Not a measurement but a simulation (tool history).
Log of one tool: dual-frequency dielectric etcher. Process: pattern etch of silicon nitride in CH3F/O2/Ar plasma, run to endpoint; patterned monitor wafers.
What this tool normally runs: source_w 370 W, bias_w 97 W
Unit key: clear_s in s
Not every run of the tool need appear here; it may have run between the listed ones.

run     day  source_w  bias_w  wafers since the last listed run  hours since the last wet clean  hours since the last source power generator calibration  hours since the last bias power generator calibration  hours since the last upper electrode change  incoming incoming film thickness, nm  clear_s
  1   0.000       370      97                                 0                           286.1                                                   2260.2                                                 2711.9                                       5577.4                                 28.34     39.0
  2   0.696       370      97                               169                           302.8                                                   2276.9                                                 2728.6                                       5594.1                                 27.98     38.7
  3   1.146       370      97                               109                           313.6                                                   2287.7                                                 2739.4                                       5604.9                                 28.61     39.9
  4   1.533       370      97                                94                           322.9                                                   2297.0                                                 2748.7                                       5614.2                                 28.41     38.5
  5   1.946       370      97                               100                           332.8                                                   2306.9                                                 2758.6                                       5624.1                                 28.24     38.7
  6   2.246       370      97                                73                           340.0                                                   2314.1                                                 2765.8                                       5631.3                                 28.42     38.8
  7   2.562       370      81                                77                           347.6                                                   2321.7                                                 2773.4                                       5638.9                                 28.56     43.2
  8   3.229       370      81                               162                           363.6                                                   2337.7                                                 2789.4                                       5654.9                                 28.55     43.7
      4.771  -- upper electrode replaced, of another model than before
  9   4.792       370      81                               137                           401.1                                                   2375.2                                                 2826.9                                          0.5                                 28.02     41.7
 10   4.808       370      97                                 4                           401.5                                                   2375.6                                                 2827.3                                          0.9                                 28.25     39.1
 11   5.183       370     112                                91                           410.5                                                   2384.6                                                 2836.3                                          9.9                                 28.24     37.5
      6.329  -- wet clean of the chamber
 12   6.350       370     112                                40                             0.5                                                   2412.6                                                 2864.3                                         37.9                                 28.60     35.5
 13   6.367       370      97                                 4                             0.9                                                   2413.0                                                 2864.7                                         38.3                                 28.33     37.4
 14   6.667       370     113                                73                             8.1                                                   2420.2                                                 2871.9                                         45.5                                 28.34     36.2
      6.979  -- source power generator calibrated
 15   7.392       330     105                               136                            25.5                                                      9.9                                                 2889.3                                         62.9                                 28.09     38.0
      8.038  -- bias power generator calibrated
 16   8.058       420      84                               121                            41.5                                                     25.9                                                    0.5                                         78.9                                 28.28     37.9
 17   8.871       370      97                               198                            61.0                                                     45.4                                                   20.0                                         98.4                                 28.30     37.8
 18   9.488       320     109                               150                            75.8                                                     60.2                                                   34.8                                        113.2                                 28.54     38.9
 19   9.783       300      81                                72                            82.9                                                     67.3                                                   41.9                                        120.3                                 28.39     44.5
 20  10.483       370     115                               170                            99.7                                                     84.1                                                   58.7                                        137.1                                 28.12     35.6
 21  10.742       370     108                                63                           105.9                                                     90.3                                                   64.9                                        143.3                                 28.28     36.9
 22  11.258       340      90                               126                           118.3                                                    102.7                                                   77.3                                        155.7                                 28.22     40.1
 23  11.812       330     105                               135                           131.6                                                    116.0                                                   90.6                                        169.0                                 28.15     38.9
 24  12.262       370      97                               109                           142.4                                                    126.8                                                  101.4                                        179.8                                 28.47     38.4
 25  12.646       420      78                                93                           151.6                                                    136.0                                                  110.6                                        189.0                                 28.02     38.9
 26  12.950       410      79                                74                           158.9                                                    143.3                                                  117.9                                        196.3                                 28.30     39.5
 27  13.650       370      97                               170                           175.7                                                    160.1                                                  134.7                                        213.1                                 28.39     38.5

Results per run with the tool's hidden condition removed, run-to-run variation unchanged:
What the log doesn't record here: etch rate over this chamber's usual, %; source power that arrives over what is set, %; bias power that arrives over what is set, %.
run  clear_s
  1     37.6
  2     37.2
  3     38.4
  4     37.0
  5     37.1
  6     37.2
  7     41.4
  8     41.8
  9     39.7
 10     37.1
 11     35.6
 12     35.4
 13     37.3
 14     36.1
 15     37.7
 16     37.6
 17     37.4
 18     38.4
 19     43.9
 20     35.1
 21     36.3
 22     39.4
 23     38.2
 24     37.6
 25     38.0
 26     38.7
 27     37.5
